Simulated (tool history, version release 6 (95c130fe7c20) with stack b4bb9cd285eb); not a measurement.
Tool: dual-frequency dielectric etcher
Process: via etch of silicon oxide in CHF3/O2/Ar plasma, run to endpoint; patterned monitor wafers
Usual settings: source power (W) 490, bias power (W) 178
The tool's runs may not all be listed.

| run | hour | source power (W) | bias power (W) | incoming incoming film thickness, nm | endpoint time (s) |
|---|---|---|---|---|---|
| 1 | 0 | 490 | 178 | 436.2 | 260.1 |
| 2 | 30.4 | 490 | 178 | 436.9 | 258.6 |
| 3 | 86.7 | 490 | 178 | 437.4 | 258.3 |
| 4 | 111.7 | 490 | 178 | 438.4 | 259 |
|  | 160.6 | wet clean of the chamber |
| 5 | 161.1 | 490 | 178 | 438.8 | 277.1 |
|  | 340.4 | source power generator calibrated |
| 6 | 340.9 | 580 | 159 | 442.3 | 259.8 |
|  | 374.5 | bias power generator calibrated |
| 7 | 378.3 | 580 | 159 | 435.4 | 254.2 |
| 8 | 417.1 | 580 | 159 | 437.6 | 251.8 |
| 9 | 446.2 | 490 | 178 | 440.3 | 265.6 |
| 10 | 473.7 | 490 | 196 | 440.2 | 255 |
| 11 | 542.5 | 410 | 198 | 440.7 | 288.1 |
| 12 | 659.7 | 490 | 178 | 440.6 | 268.6 |
| 13 | 688.9 | 580 | 196 | 436.8 | 227.8 |
|  | 726.9 | wet clean of the chamber |
|  | 745.1 | upper electrode replaced |
| 14 | 745.6 | 490 | 178 | 435.2 | 266 |
| 15 | 788.9 | 490 | 178 | 441.3 | 270.5 |
| 16 | 829.9 | 490 | 149 | 438.1 | 292.7 |
| 17 | 899 | 570 | 178 | 436.4 | 245.2 |
| 18 | 964.5 | 520 | 178 | 434 | 255.7 |

Forecast each of these 4 alternatives for the next run:
| A | 965 | 490 | 142 | 434.5 | ? |
| B | 965 | 600 | 178 | 434.5 | ? |
| C | 965 | 590 | 160 | 434.5 | ? |
| D | 965 | 490 | 150 | 434.5 | ? |

| run | endpoint time (s) |
|---|---|
| A | 290.3 |
| B | 234.8 |
| C | 247.6 |
| D | 283.7 |
Without the tool's hidden state the same runs would have given:
| run | endpoint time (s) |
|---|---|
| A | 297.5 |
| B | 240.7 |
| C | 253.8 |
| D | 290.8 |

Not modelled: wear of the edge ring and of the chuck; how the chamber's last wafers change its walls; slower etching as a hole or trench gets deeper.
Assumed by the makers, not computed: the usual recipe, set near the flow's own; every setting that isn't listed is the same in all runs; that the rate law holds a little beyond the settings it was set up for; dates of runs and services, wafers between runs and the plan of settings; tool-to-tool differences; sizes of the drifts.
